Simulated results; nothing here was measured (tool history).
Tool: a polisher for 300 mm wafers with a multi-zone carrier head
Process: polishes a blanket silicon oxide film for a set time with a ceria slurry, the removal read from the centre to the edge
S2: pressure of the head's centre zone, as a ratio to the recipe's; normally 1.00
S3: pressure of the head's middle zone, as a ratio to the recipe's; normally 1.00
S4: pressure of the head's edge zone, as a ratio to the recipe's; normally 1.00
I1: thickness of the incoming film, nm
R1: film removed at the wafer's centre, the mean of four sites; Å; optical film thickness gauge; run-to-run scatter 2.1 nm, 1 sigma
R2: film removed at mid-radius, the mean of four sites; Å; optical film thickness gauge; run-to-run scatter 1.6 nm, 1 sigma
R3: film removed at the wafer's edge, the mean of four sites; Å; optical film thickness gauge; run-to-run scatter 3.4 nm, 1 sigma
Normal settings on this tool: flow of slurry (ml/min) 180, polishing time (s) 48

{"run": 1, "hour": 0.0, "flow of slurry (ml/min)": 180, "S2": 1.0, "S3": 1.07, "S4": 1.0, "polishing time (s)": 48, "I1": 754.0, "R1": 2440, "R2": 2749, "R3": 2574}
{"hour": 13.6, "done": "worn pad replaced by a new one"}
{"run": 2, "hour": 14.1, "flow of slurry (ml/min)": 180, "S2": 1.0, "S3": 1.07, "S4": 1.0, "polishing time (s)": 48, "I1": 748.0, "R1": 2418, "R2": 2722, "R3": 2572}
{"run": 3, "hour": 26.9, "flow of slurry (ml/min)": 180, "S2": 1.0, "S3": 1.09, "S4": 1.0, "polishing time (s)": 48, "I1": 740.4, "R1": 2417, "R2": 2755, "R3": 2520}
{"hour": 38.2, "done": "slurry nozzle cleaned"}
{"run": 4, "hour": 39.8, "flow of slurry (ml/min)": 180, "S2": 1.0, "S3": 1.0, "S4": 1.11, "polishing time (s)": 48, "I1": 745.4, "R1": 2357, "R2": 2609, "R3": 2706}
{"run": 5, "hour": 49.2, "flow of slurry (ml/min)": 130, "S2": 1.0, "S3": 1.11, "S4": 1.0, "polishing time (s)": 48, "I1": 741.4, "R1": 2216, "R2": 2615, "R3": 2391}
{"hour": 56.8, "done": "centre zone pressure recalibrated"}
{"run": 6, "hour": 65.9, "flow of slurry (ml/min)": 180, "S2": 1.0, "S3": 1.0, "S4": 1.0, "polishing time (s)": 48, "I1": 743.6, "R1": 2573, "R2": 2599, "R3": 2495}
{"run": 7, "hour": 74.7, "flow of slurry (ml/min)": 155, "S2": 1.0, "S3": 1.0, "S4": 1.0, "polishing time (s)": 48, "I1": 736.0, "R1": 2488, "R2": 2521, "R3": 2413}
{"hour": 79.7, "done": "carrier head's membrane replaced by a new one"}
{"run": 8, "hour": 87.0, "flow of slurry (ml/min)": 180, "S2": 1.0, "S3": 1.0, "S4": 1.06, "polishing time (s)": 57, "I1": 747.1, "R1": 3075, "R2": 3088, "R3": 3127}
{"run": 9, "hour": 104.4, "flow of slurry (ml/min)": 230, "S2": 1.11, "S3": 1.0, "S4": 0.89, "polishing time (s)": 48, "I1": 749.5, "R1": 3003, "R2": 2670, "R3": 2475}
{"run": 10, "hour": 116.9, "flow of slurry (ml/min)": 180, "S2": 0.91, "S3": 0.93, "S4": 1.0, "polishing time (s)": 55, "I1": 751.4, "R1": 2671, "R2": 2823, "R3": 2931}
{"run": 11, "hour": 124.2, "flow of slurry (ml/min)": 125, "S2": 1.0, "S3": 1.0, "S4": 0.97, "polishing time (s)": 48, "I1": 750.4, "R1": 2324, "R2": 2417, "R3": 2382}
{"run": 12, "hour": 139.7, "flow of slurry (ml/min)": 245, "S2": 1.0, "S3": 1.0, "S4": 1.0, "polishing time (s)": 38, "I1": 745.0, "R1": 2109, "R2": 2182, "R3": 2134}
{"run": 13, "hour": 148.5, "flow of slurry (ml/min)": 145, "S2": 1.0, "S3": 1.0, "S4": 1.0, "polishing time (s)": 48, "I1": 747.4, "R1": 2440, "R2": 2476, "R3": 2458}
{"run": 14, "hour": 161.7, "flow of slurry (ml/min)": 180, "S2": 1.0, "S3": 1.0, "S4": 1.11, "polishing time (s)": 48, "I1": 753.9, "R1": 2546, "R2": 2593, "R3": 2669}
{"hour": 175.2, "done": "worn pad replaced by a new one"}
{"run": 15, "hour": 178.1, "flow of slurry (ml/min)": 180, "S2": 1.0, "S3": 0.96, "S4": 1.11, "polishing time (s)": 48, "I1": 761.8, "R1": 2530, "R2": 2522, "R3": 2695}
{"run": 16, "hour": 195.9, "flow of slurry (ml/min)": 180, "S2": 0.95, "S3": 1.0, "S4": 1.0, "polishing time (s)": 48, "I1": 761.9, "R1": 2441, "R2": 2579, "R3": 2602}
{"run": 17, "hour": 240.6, "flow of slurry (ml/min)": 180, "S2": 0.91, "S3": 1.08, "S4": 1.0, "polishing time (s)": 48, "I1": 751.6, "R1": 2321, "R2": 2777, "R3": 2549}

Run 18 has not been measured yet. What should we expect?
{"run": 18, "hour": 256.7, "flow of slurry (ml/min)": 150, "S2": 1.0, "S3": 1.12, "S4": 0.96, "polishing time (s)": 48, "I1": 749.8, "R1": "?", "R2": "?", "R3": "?"}

R1: 2409 Å
R2: 2733 Å
R3: 2415 Å
Had the tool carried no hidden state, the very same run would have given R1 2459 Å, R2 2732 Å, R3 2415 Å.
